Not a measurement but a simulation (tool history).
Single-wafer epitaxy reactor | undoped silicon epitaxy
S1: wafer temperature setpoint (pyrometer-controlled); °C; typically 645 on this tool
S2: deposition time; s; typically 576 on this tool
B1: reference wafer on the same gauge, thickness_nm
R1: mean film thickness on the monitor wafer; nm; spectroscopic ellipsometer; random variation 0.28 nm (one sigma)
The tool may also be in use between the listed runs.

run     day   S1   S2      B1       R1
  1       0  645  576  72.983   89.256
  2   2.488  645  576  72.996     89.1
  3   5.212  645  576  72.941   88.836
  4   7.083  645  576  73.116   88.616
  5    9.05  645  576  72.972   89.353
  6  10.192  645  576  72.997   88.992
  7  12.642  645  606  73.019   93.838
  8  13.929  645  606  73.089   93.928
       17.7  -- gauge calibrated
  9  18.783  638  677  73.076   90.048
 10  21.583  645  576  73.082   88.991
 11  24.521  655  518   73.03   97.542
     26.225  -- pyrometer calibrated
 12  27.229  645  511  73.033   78.971
 13  28.417  653  576  72.925  104.671
 14  29.788  632  468  73.092   55.276
 15  31.667  640  629  73.097   87.621
 16  34.208  640  481  72.987   67.517

Run-by-run hidden state of the tool:
wafer temperature above the value expected at the setpoint (K): 0 across all the runs
gauge reads high (%): 0 across all the runs
